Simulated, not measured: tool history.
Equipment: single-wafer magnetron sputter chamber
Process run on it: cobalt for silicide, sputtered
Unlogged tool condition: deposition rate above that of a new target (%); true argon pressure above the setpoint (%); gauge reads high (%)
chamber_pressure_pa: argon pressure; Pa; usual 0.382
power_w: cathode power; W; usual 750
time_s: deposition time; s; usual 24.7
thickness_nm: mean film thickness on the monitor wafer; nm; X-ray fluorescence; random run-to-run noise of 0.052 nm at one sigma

| run | hour | chamber_pressure_pa | power_w | time_s | wafers since the last listed run | wafers on the sputter target | hours since the last manometer calibration | hours since the magnet pack was replaced | hours since the gauge calibration | read-back reference wafer on the same gauge, thickness_nm | thickness_nm |
|---|---|---|---|---|---|---|---|---|---|---|---|
| 1 | 0.0 | 0.382 | 750 | 24.7 | 0 | 1950 | 1889.9 | 6024.1 | 57.0 | 7.870 | 9.876 |
| 2 | 17.7 | 0.382 | 750 | 24.7 | 552 | 2502 | 1907.6 | 6041.8 | 74.7 | 7.906 | 9.915 |
| 3 | 26.8 | 0.382 | 750 | 24.7 | 283 | 2786 | 1916.7 | 6050.9 | 83.8 | 7.884 | 9.889 |
| 4 | 33.3 | 0.466 | 750 | 24.7 | 202 | 2989 | 1923.2 | 6057.4 | 90.3 | 7.891 | 9.571 |
| 5 | 50.6 | 0.382 | 750 | 21.2 | 539 | 3529 | 1940.5 | 6074.7 | 107.6 | 7.889 | 8.483 |
| 6 | 59.1 | 0.382 | 750 | 21.2 | 265 | 3794 | 1949.0 | 6083.2 | 116.1 | 7.902 | 8.472 |
| 7 | 66.9 | 0.382 | 750 | 21.2 | 243 | 4037 | 1956.8 | 6091.0 | 123.9 | 7.895 | 8.490 |
|  | 83.9 | sputter target and shields replaced |
| 8 | 84.4 | 0.382 | 750 | 24.7 | 296 | 14 | 1974.3 | 6108.5 | 141.4 | 7.874 | 9.824 |
| 9 | 92.3 | 0.382 | 750 | 24.7 | 246 | 261 | 1982.2 | 6116.4 | 149.3 | 7.900 | 9.871 |
| 10 | 108.1 | 0.382 | 750 | 24.7 | 492 | 754 | 1998.0 | 6132.2 | 165.1 | 7.886 | 9.752 |
| 11 | 114.2 | 0.382 | 750 | 24.7 | 190 | 944 | 2004.1 | 6138.3 | 171.2 | 7.885 | 9.886 |
|  | 122.8 | gauge calibrated |
| 12 | 125.9 | 0.382 | 750 | 24.7 | 365 | 1309 | 2015.8 | 6150.0 | 3.1 | 7.888 | 9.857 |
| 13 | 137.3 | 0.382 | 750 | 24.7 | 355 | 1665 | 2027.2 | 6161.4 | 14.5 | 7.904 | 9.859 |
| 14 | 147.8 | 0.503 | 750 | 22.9 | 327 | 1993 | 2037.7 | 6171.9 | 25.0 | 7.899 | 8.790 |
|  | 161.2 | magnet pack replaced |
| 15 | 163.7 | 0.337 | 650 | 20.5 | 246 | 2239 | 2053.6 | 2.5 | 40.9 | 7.897 | 7.176 |
| 16 | 180.2 | 0.503 | 750 | 22.9 | 514 | 2754 | 2070.1 | 19.0 | 57.4 | 7.904 | 8.795 |
| 17 | 188.6 | 0.276 | 600 | 21.6 | 262 | 3016 | 2078.5 | 27.4 | 65.8 | 7.880 | 7.166 |
| 18 | 204.0 | 0.382 | 750 | 24.7 | 480 | 3497 | 2093.9 | 42.8 | 81.2 | 7.894 | 9.807 |
|  | 214.9 | capacitance manometer re-zeroed and calibrated |
| 19 | 215.4 | 0.304 | 750 | 27.3 | 106 | 3603 | 0.5 | 54.2 | 92.6 | 7.865 | 10.999 |
| 20 | 226.3 | 0.332 | 750 | 26.2 | 340 | 3943 | 11.4 | 65.1 | 103.5 | 7.881 | 10.495 |
|  | 236.1 | sputter target and shields replaced |
| 21 | 236.6 | 0.451 | 750 | 20.6 | 71 | 16 | 21.7 | 75.4 | 113.8 | 7.912 | 8.049 |
| 22 | 244.9 | 0.382 | 750 | 24.7 | 258 | 275 | 30.0 | 83.7 | 122.1 | 7.897 | 9.801 |
| 23 | 256.6 | 0.519 | 750 | 21.3 | 365 | 640 | 41.7 | 95.4 | 133.8 | 7.898 | 8.160 |
| 24 | 267.6 | 0.281 | 900 | 29.0 | 343 | 983 | 52.7 | 106.4 | 144.8 | 7.884 | 14.143 |
| 25 | 277.9 | 0.519 | 750 | 21.3 | 321 | 1305 | 63.0 | 116.7 | 155.1 | 7.879 | 8.093 |
|  | 280.9 | gauge calibrated |
| 26 | 289.9 | 0.382 | 600 | 24.7 | 374 | 1679 | 75.0 | 128.7 | 9.0 | 7.880 | 7.956 |
| 27 | 300.9 | 0.382 | 850 | 24.7 | 343 | 2022 | 86.0 | 139.7 | 20.0 | 7.880 | 11.086 |

Each row is a separate what-if for the run after 27, all from the same tool condition, not one after another. Results?
| A | 301.3 | 0.382 | 750 | 24.7 | 12 | 2035 | 86.4 | 140.1 | 20.4 | ? | ? |
| B | 301.3 | 0.274 | 600 | 29.2 | 12 | 2035 | 86.4 | 140.1 | 20.4 | ? | ? |
| C | 301.3 | 0.524 | 850 | 24.7 | 12 | 2035 | 86.4 | 140.1 | 20.4 | ? | ? |

| run | read-back reference wafer on the same gauge, thickness_nm | thickness_nm |
|---|---|---|
| A | 7.900 | 9.846 |
| B | 7.900 | 9.667 |
| C | 7.900 | 10.715 |
What these runs would have given with no unlogged condition in the tool:
| run | thickness_nm |
|---|---|
| A | 9.846 |
| B | 9.667 |
| C | 10.715 |
